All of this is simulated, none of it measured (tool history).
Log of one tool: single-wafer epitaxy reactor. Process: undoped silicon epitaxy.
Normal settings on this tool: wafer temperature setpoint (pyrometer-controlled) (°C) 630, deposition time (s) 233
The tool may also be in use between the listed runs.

run,hour,wafer temperature setpoint (pyrometer-controlled) (°C),deposition time (s),wafers since the last listed run,hours since the last pyrometer calibration,hours since the gauge calibration,"read-back reference wafer on the same gauge, thickness_nm",mean film thickness on the monitor wafer (nm)
1,0,630,233,0,921.4,355.8,22.176,26.16
2,83.8,627,233,761,1005.2,439.6,22.202,24.269
3,140.1,627,233,511,1061.5,495.9,22.205,24.237
4,194.5,622,233,494,1115.9,550.3,22.189,21.435
5,248.8,630,257,493,1170.2,604.6,22.21,28.392
6,322.5,620,198,669,1243.9,678.3,22.196,17.217
# hour 364: pyrometer calibrated
7,414.5,630,233,762,50.5,770.3,22.172,26.521
8,498.2,643,263,760,134.2,854,22.212,40.724
# hour 584.8: gauge calibrated
9,768.2,630,193,2452,404.2,183.4,22.202,21.874
10,853.7,630,264,776,489.7,268.9,22.21,29.823
11,960.9,625,204,973,596.9,376.1,22.192,20.508
12,1046.6,630,233,778,682.6,461.8,22.224,26.086
13,1085.9,630,266,356,721.9,501.1,22.205,29.782
14,1122.6,622,273,333,758.6,537.8,22.202,25.491

Each row is a separate what-if for the run after 14, all from the same tool condition, not one after another. Results?
A,1123.1,630,233,4,759.1,538.3,?,?
B,1123.1,630,215,4,759.1,538.3,?,?
C,1123.1,622,250,4,759.1,538.3,?,?
D,1123.1,644,233,4,759.1,538.3,?,?

run,"read-back reference wafer on the same gauge, thickness_nm",mean film thickness on the monitor wafer (nm)
A,22.201,26.207
B,22.201,24.183
C,22.201,23.232
D,22.201,36.3
Take away the tool's hidden state, keep each run's random variation, and the runs would have read:
run,mean film thickness on the monitor wafer (nm)
A,26.582
B,24.528
C,23.571
D,36.802
